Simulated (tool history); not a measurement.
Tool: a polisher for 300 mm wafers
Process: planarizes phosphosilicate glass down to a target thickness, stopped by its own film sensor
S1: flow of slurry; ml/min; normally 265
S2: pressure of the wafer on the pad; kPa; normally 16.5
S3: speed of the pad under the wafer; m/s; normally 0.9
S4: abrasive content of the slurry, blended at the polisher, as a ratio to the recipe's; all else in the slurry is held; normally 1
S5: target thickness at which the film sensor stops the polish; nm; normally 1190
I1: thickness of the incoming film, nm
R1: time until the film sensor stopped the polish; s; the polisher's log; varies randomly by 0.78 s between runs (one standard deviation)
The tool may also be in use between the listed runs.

run   hour   S1    S2    S3   S4    S5      I1    R1
  1      0  265    20  0.76    1  1190    1576  60.3
  2   12.1  265    20  0.76    1  1190  1608.2  66.9
  3     22  265  16.5   0.9  0.9  1190  1626.4  77.9
  4   38.4  265  16.5   0.9  0.9  1190  1595.7  71.5
  5     49  265  19.3   0.9    1  1190  1624.1  64.9
  6   58.4  265  19.3   0.9    1  1190  1598.2  60.8
  7   65.7  265  16.5   0.9    1  1277  1585.7    52
  8   92.6  265  16.5   0.9    1  1277  1615.7  59.6
  9  106.9  265  16.5   0.9    1  1190  1607.2  73.9
     122.7  -- worn pad replaced by a new one
 10  123.2  265  16.5   0.9    1  1190  1616.5  74.5
 11  135.1  265  16.5  0.78    1  1190  1588.2    75
 12  148.1  265  16.5   0.9    1  1190  1621.1  74.5
 13  162.7  265  16.5   0.9    1  1190  1600.5  71.9
 14  172.1  265  16.5  1.08    1  1190  1594.5  63.4
     183.9  -- conditioning disc replaced and pad reconditioned
 15    185  330  20.7  0.66    1  1190  1591.1  67.6
     192.9  -- slurry blender recalibrated
     196.2  -- slurry nozzle cleaned
 16  198.5  265  20.7   0.9    1  1190  1628.4  54.3
     214.8  -- head pressure recalibrated
 17  215.1  345  20.7   0.9  1.1  1148  1617.3  57.5
 18  222.9  305  21.4   0.9  0.9  1190  1608.7  52.7
     230.8  -- worn pad replaced by a new one
 19  240.1  185  12.4   0.9    1  1323  1570.6    53
 20  251.6  265  16.5   0.9    1  1190  1588.1  63.8
 21  266.4  265  16.5   0.9  0.9  1190  1577.8    65
 22  274.8  265  14.5   0.9    1  1146  1608.2  85.2
 23  289.5  220  16.5  1.04    1  1104  1605.6  74.5

What does the tool deliver on the next run?
 24  305.8  265  16.5  0.9   1  1190  1584.2   ?

{"run 24": {"R1": 64.7}}
Without the tool's hidden state the same run would have given R1 60.5 s.
